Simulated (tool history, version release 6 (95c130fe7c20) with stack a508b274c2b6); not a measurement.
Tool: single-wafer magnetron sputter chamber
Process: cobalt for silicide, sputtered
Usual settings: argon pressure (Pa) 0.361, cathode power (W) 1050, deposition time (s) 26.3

run	hour	argon pressure (Pa)	cathode power (W)	deposition time (s)	wafers since the last listed run	wafers on the sputter target	hours since the last manometer calibration	hours since the magnet pack was replaced	hours since the gauge calibration	read-back reference wafer on the same gauge, thickness_nm	mean film thickness on the monitor wafer (nm)
1	0	0.417	1050	22.3	0	9444	323.4	4803.4	1346.9	12.804	11.61
2	44.6	0.361	1050	26.3	1570	11014	368	4848	1391.5	12.793	14.236
# hour 56.6: sputter target and shields replaced
3	83.3	0.361	1050	26.3	1080	939	406.7	4886.7	1430.2	12.788	14.038
4	190.3	0.361	1050	26.3	3767	4706	513.7	4993.7	1537.2	12.803	14.222
5	263.2	0.361	1050	26.3	2566	7273	586.6	5066.6	1610.1	12.799	14.063
6	329.3	0.361	1050	26.3	2327	9600	652.7	5132.7	1676.2	12.806	14.111
# hour 375.2: sputter target and shields replaced
7	402.5	0.361	1050	26.3	2295	961	725.9	5205.9	1749.4	12.8	14.216
# hour 466.1: gauge calibrated
8	492.6	0.284	1050	25	3172	4133	816	5296	26.5	12.8	13.869
# hour 511.1: magnet pack replaced
9	596.5	0.361	950	26.3	3376	7510	919.9	85.4	130.4	12.782	13.507
10	661	0.361	1050	22.1	2271	9781	984.4	149.9	194.9	12.811	11.925
# hour 681.9: sputter target and shields replaced
11	749.5	0.485	1300	28.2	2834	2381	1072.9	238.4	283.4	12.803	16.474
12	829.9	0.361	1050	26.3	2830	5212	1153.3	318.8	363.8	12.778	14.262
# hour 972.5: capacitance manometer re-zeroed and calibrated
13	973	0.361	1250	30.9	4756	9969	0.5	461.9	506.9	12.82	17.975
# hour 996.2: sputter target and shields replaced
14	1033.1	0.217	950	26.3	1834	1300	60.6	522	567	12.774	14.085
15	1112.6	0.436	950	26.3	2799	4100	140.1	601.5	646.5	12.794	13.002
16	1159.8	0.403	900	23	1661	5762	187.3	648.7	693.7	12.791	11.228
17	1242.6	0.485	850	26.3	2915	8677	270.1	731.5	776.5	12.77	12.121
# hour 1285: sputter target and shields replaced
18	1339.2	0.361	1050	26.3	3119	1909	366.7	828.1	873.1	12.799	14.059
19	1402.1	0.361	1050	30.3	2214	4124	429.6	891	936	12.799	16.341
20	1505.8	0.361	1050	28.4	3651	7775	533.3	994.7	1039.7	12.804	15.084

4 ways to go on from here, each from the tool as it stands after run 20. What would each give?
A	1506.2	0.361	1050	26.3	14	7789	533.7	995.1	1040.1	?	?
B	1506.2	0.47	1050	26.3	14	7789	533.7	995.1	1040.1	?	?
C	1506.2	0.475	1250	28.6	14	7789	533.7	995.1	1040.1	?	?
D	1506.2	0.307	1000	23.9	14	7789	533.7	995.1	1040.1	?	?

run	read-back reference wafer on the same gauge, thickness_nm	mean film thickness on the monitor wafer (nm)
A	12.808	14.112
B	12.808	13.532
C	12.808	16.086
D	12.808	12.786
Without the tool's hidden state the same runs would have given:
run	mean film thickness on the monitor wafer (nm)
A	14.078
B	13.487
C	16.032
D	12.76
